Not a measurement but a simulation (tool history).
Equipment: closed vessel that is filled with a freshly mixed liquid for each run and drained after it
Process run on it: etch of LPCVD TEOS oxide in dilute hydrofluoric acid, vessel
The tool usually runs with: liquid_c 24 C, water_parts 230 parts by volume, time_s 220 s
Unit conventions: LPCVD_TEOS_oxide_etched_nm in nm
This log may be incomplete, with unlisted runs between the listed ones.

run	hour	liquid_c	water_parts	time_s	wafers since the last listed run	hours since the thermometer was replaced	hours since the hydrofluoric acid flow meter was replaced	hours since the gauge calibration	read-back film thickness of the LPCVD TEOS oxide reference wafer, read on the same gauge (nm)	LPCVD_TEOS_oxide_etched_nm
1	0	22	275	220	0	1276.3	47.5	833.3	150.03	21.76
2	15.7	20.5	230	220	1133	1292	63.2	849	149.97	25.66
3	39.6	20.5	230	220	1726	1315.9	87.1	872.9	150	25.91
4	70.4	24	230	220	2224	1346.7	117.9	903.7	150.01	29.28
5	102.6	22.5	230	180	2325	1378.9	150.1	935.9	149.97	22.85
# hour 107.6: thermometer replaced
6	137.4	26	230	220	2441	29.8	184.9	970.7	149.99	32.07
7	162.6	24	230	220	1820	55	210.1	995.9	150.03	30.07
8	192.9	24	230	220	2188	85.3	240.4	1026.2	150.01	29.87
9	218	25.5	125	330	1812	110.4	265.5	1051.3	149.99	99.7
10	242.6	26.5	230	255	1776	135	290.1	1075.9	150.01	37.62
11	270.2	24	170	300	1993	162.6	317.7	1103.5	149.98	59.48
# hour 278.6: thermometer replaced, repeated, since the last time left the tool worse
12	284.5	24	230	220	960	5.9	332	1117.8	150	28.27
13	301.4	24	125	320	1220	22.8	348.9	1134.7	149.99	85.39
14	329	24	145	220	1993	50.4	376.5	1162.3	150.04	48.98
15	361	24	230	220	2311	82.4	408.5	1194.3	149.96	28.34
16	383.6	24	170	220	1632	105	431.1	1216.9	150	40.82
17	403.3	24	115	300	1422	124.7	450.8	1236.6	149.98	87.5
18	435.8	24	230	220	2347	157.2	483.3	1269.1	149.98	28.41
# hour 456.6: hydrofluoric acid flow meter replaced
19	459.4	28	335	110	1632	180.8	2.8	1292.7	149.97	9.9
# hour 463.1: gauge calibrated
20	478.5	24	230	220	1379	199.9	21.9	15.4	150	28.42
21	508.7	25.5	190	220	2181	230.1	52.1	45.6	149.97	38.11
22	528	24	200	220	1393	249.4	71.4	64.9	150.03	34
23	561	28	185	155	2383	282.4	104.4	97.9	149.98	30.21
24	578.1	26.5	230	120	1235	299.5	121.5	115	150	16.9
25	611.4	24	230	220	2405	332.8	154.8	148.3	149.96	28.5
26	630.7	19	285	220	1393	352.1	174.1	167.6	150	18.31
27	644.1	24	325	300	967	365.5	187.5	181	150.02	24.92

The next listed run, before its measurement:
28	668.1	27.5	310	220	1733	389.5	211.5	205	?	?

Run 28 yielded read-back film thickness of the LPCVD TEOS oxide reference wafer, read on the same gauge (nm) 149.99, LPCVD_TEOS_oxide_etched_nm 22.01 nm.
Without the tool's hidden state the same run would have given LPCVD_TEOS_oxide_etched_nm 21.68 nm.
